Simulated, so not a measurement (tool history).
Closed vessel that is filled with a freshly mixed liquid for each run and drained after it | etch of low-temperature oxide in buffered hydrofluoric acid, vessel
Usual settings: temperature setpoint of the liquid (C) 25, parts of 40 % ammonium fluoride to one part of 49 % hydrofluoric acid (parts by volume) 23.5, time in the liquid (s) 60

| run | hour | temperature setpoint of the liquid (C) | parts of 40 % ammonium fluoride to one part of 49 % hydrofluoric acid (parts by volume) | time in the liquid (s) | read-back film thickness of the low-temperature oxide reference wafer, read on the same gauge (nm) | thickness taken off the low-temperature oxide on a monitor wafer (angstrom) |
|---|---|---|---|---|---|---|
| 1 | 0 | 25 | 30 | 60 | 49.99 | 559.2 |
| 2 | 28.5 | 25 | 26.5 | 60 | 49.97 | 622.7 |
| 3 | 92.2 | 25 | 26.5 | 60 | 49.97 | 616.7 |
| 4 | 130.6 | 25 | 26.5 | 60 | 49.99 | 615.6 |
| 5 | 182.6 | 25 | 26 | 60 | 50.02 | 625.4 |
| 6 | 236.5 | 25 | 26 | 60 | 49.95 | 623.6 |
| 7 | 272.9 | 25 | 26 | 60 | 49.95 | 624.4 |
| 8 | 373.9 | 25 | 19 | 60 | 49.99 | 801.5 |
| 9 | 425.8 | 25 | 23.5 | 60 | 50 | 668.3 |
| 10 | 475.6 | 25 | 23.5 | 60 | 49.98 | 668.7 |
| 11 | 534.2 | 25 | 23.5 | 60 | 49.97 | 670.2 |
| 12 | 620.6 | 25 | 23.5 | 60 | 50 | 677.1 |
| 13 | 678.6 | 25 | 23.5 | 60 | 50.01 | 682.4 |
| 14 | 741.1 | 25 | 23.5 | 45 | 49.99 | 515.4 |
| 15 | 780.5 | 20 | 27.5 | 40 | 50.02 | 309.4 |
| 16 | 806 | 25 | 23.5 | 60 | 49.96 | 686.4 |
| 17 | 868.7 | 25 | 23.5 | 60 | 49.99 | 682 |
| 18 | 938.2 | 25 | 23.5 | 85 | 49.98 | 988.9 |
| 19 | 989.4 | 30 | 23.5 | 60 | 50 | 909.7 |
| 20 | 1100 | 21.5 | 30 | 95 | 50.03 | 772.1 |
| 21 | 1140.4 | 25 | 23.5 | 60 | 50 | 703.9 |
| 22 | 1199.2 | 26.5 | 14.5 | 30 | 50.03 | 578.5 |
| 23 | 1251.8 | 20.5 | 23.5 | 60 | 49.99 | 502.7 |
| 24 | 1321.7 | 25 | 26.5 | 60 | 49.99 | 587.7 |
| 25 | 1353.7 | 20.5 | 18.5 | 85 | 50.02 | 849.2 |
| 26 | 1409.6 | 25 | 23.5 | 50 | 50.01 | 543.2 |
| 27 | 1472.8 | 25 | 18 | 50 | 50.02 | 665.9 |
| 28 | 1517.4 | 25 | 23.5 | 60 | 49.99 | 654.7 |
| 29 | 1576.3 | 23.5 | 15.5 | 60 | 50.03 | 841.9 |
| 30 | 1607.2 | 25 | 18 | 60 | 50.02 | 805.5 |
| 31 | 1659.6 | 25 | 17.5 | 60 | 50.03 | 818 |

Taken out of this log: 3 entries between the listed runs. Where each belongs, and how the hidden state differs across it:
Between runs 19 and 20: gauge calibrated (hour 997.8); hydrofluoric acid flow meter replaced (hour 1083.2)
  liquid hotter than its thermometer reads (K): 1.71 -> 1.79
  measured less the result without the state, thickness taken off the low-temperature oxide on a monitor wafer (angstrom): +78.4 -> +73.1
Between runs 22 and 23: thermometer replaced (hour 1235.7)
  liquid hotter than its thermometer reads (K): 1.86 -> 0.327
  measured less the result without the state, thickness taken off the low-temperature oxide on a monitor wafer (angstrom): +54.7 -> +9.2

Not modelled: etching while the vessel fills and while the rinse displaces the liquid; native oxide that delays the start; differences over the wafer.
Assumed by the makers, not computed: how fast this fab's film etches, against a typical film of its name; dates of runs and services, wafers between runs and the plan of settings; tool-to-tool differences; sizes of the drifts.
